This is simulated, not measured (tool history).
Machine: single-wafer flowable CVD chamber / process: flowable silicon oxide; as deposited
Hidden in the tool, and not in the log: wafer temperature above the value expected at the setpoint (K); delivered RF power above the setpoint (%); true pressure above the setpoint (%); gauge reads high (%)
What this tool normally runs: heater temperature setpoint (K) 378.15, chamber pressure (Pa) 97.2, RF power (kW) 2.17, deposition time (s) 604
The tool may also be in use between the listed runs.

| run | hour | heater temperature setpoint (K) | chamber pressure (Pa) | RF power (kW) | deposition time (s) | wafers since the last listed run | hours since the last thermocouple change | hours since the last RF generator calibration | hours since the last manometer calibration | hours since the showerhead was replaced | hours since the gauge calibration | read-back reference wafer on the same gauge, thickness_nm | mean film thickness on the monitor wafer (angstrom) |
|---|---|---|---|---|---|---|---|---|---|---|---|---|---|
| 1 | 0 | 378.15 | 97.2 | 2.17 | 604 | 0 | 1760.7 | 1411.2 | 1826.6 | 4466.4 | 26.2 | 239.889 | 2417.14 |
| 2 | 11.4 | 378.15 | 97.2 | 2.17 | 604 | 25 | 1772.1 | 1422.6 | 1838 | 4477.8 | 37.6 | 239.987 | 2411.01 |
| 3 | 27.8 | 378.15 | 97.2 | 2.17 | 604 | 36 | 1788.5 | 1439 | 1854.4 | 4494.2 | 54 | 240.091 | 2407.4 |
| 4 | 38.2 | 378.15 | 97.2 | 2.17 | 604 | 23 | 1798.9 | 1449.4 | 1864.8 | 4504.6 | 64.4 | 240.115 | 2418.63 |
| 5 | 50.4 | 378.15 | 97.2 | 2.17 | 604 | 27 | 1811.1 | 1461.6 | 1877 | 4516.8 | 76.6 | 240.045 | 2403.33 |
|  | 64.9 | RF generator calibrated |
|  | 68.3 | capacitance manometer re-zeroed and calibrated |
| 6 | 68.8 | 378.15 | 97.2 | 2.17 | 604 | 15 | 1829.5 | 3.9 | 0.5 | 4535.2 | 95 | 240.046 | 2403.42 |
| 7 | 69.3 | 378.15 | 97.2 | 2.05 | 604 | 1 | 1830 | 4.4 | 1 | 4535.7 | 95.5 | 239.945 | 2371.57 |
| 8 | 73.1 | 378.15 | 97.2 | 2.05 | 604 | 8 | 1833.8 | 8.2 | 4.8 | 4539.5 | 99.3 | 240.186 | 2367.9 |
| 9 | 81.5 | 369.15 | 87.3 | 2.56 | 487 | 18 | 1842.2 | 16.6 | 13.2 | 4547.9 | 107.7 | 239.978 | 2427.16 |
| 10 | 88.1 | 378.15 | 115.1 | 2.17 | 604 | 14 | 1848.8 | 23.2 | 19.8 | 4554.5 | 114.3 | 239.852 | 2705.24 |
|  | 96.4 | showerhead replaced |
|  | 101.8 | thermocouple changed; heater temperature recalibrated |
| 11 | 102.3 | 366.15 | 113.3 | 2.05 | 713 | 1 | 0.5 | 37.4 | 34 | 5.9 | 128.5 | 240.019 | 4764.62 |
| 12 | 111.5 | 378.15 | 77.6 | 1.93 | 604 | 20 | 9.7 | 46.6 | 43.2 | 15.1 | 137.7 | 239.859 | 2163.18 |
|  | 121.1 | gauge calibrated |
| 13 | 132.9 | 378.15 | 97.2 | 2.17 | 604 | 47 | 31.1 | 68 | 64.6 | 36.5 | 11.8 | 239.982 | 2598.03 |
| 14 | 149.2 | 378.15 | 82.8 | 1.825 | 604 | 36 | 47.4 | 84.3 | 80.9 | 52.8 | 28.1 | 239.986 | 2196.45 |

Run 15 comes next. What will it give?
| 15 | 155.7 | 388.15 | 97.2 | 1.965 | 704 | 14 | 53.9 | 90.8 | 87.4 | 59.3 | 34.6 | ? | ? |

{"run 15": {"read-back reference wafer on the same gauge, thickness_nm": 240.086, "mean film thickness on the monitor wafer (angstrom)": 2204.91}}
Had the tool carried no hidden state, the very same run would have given mean film thickness on the monitor wafer (angstrom) 2238.18.
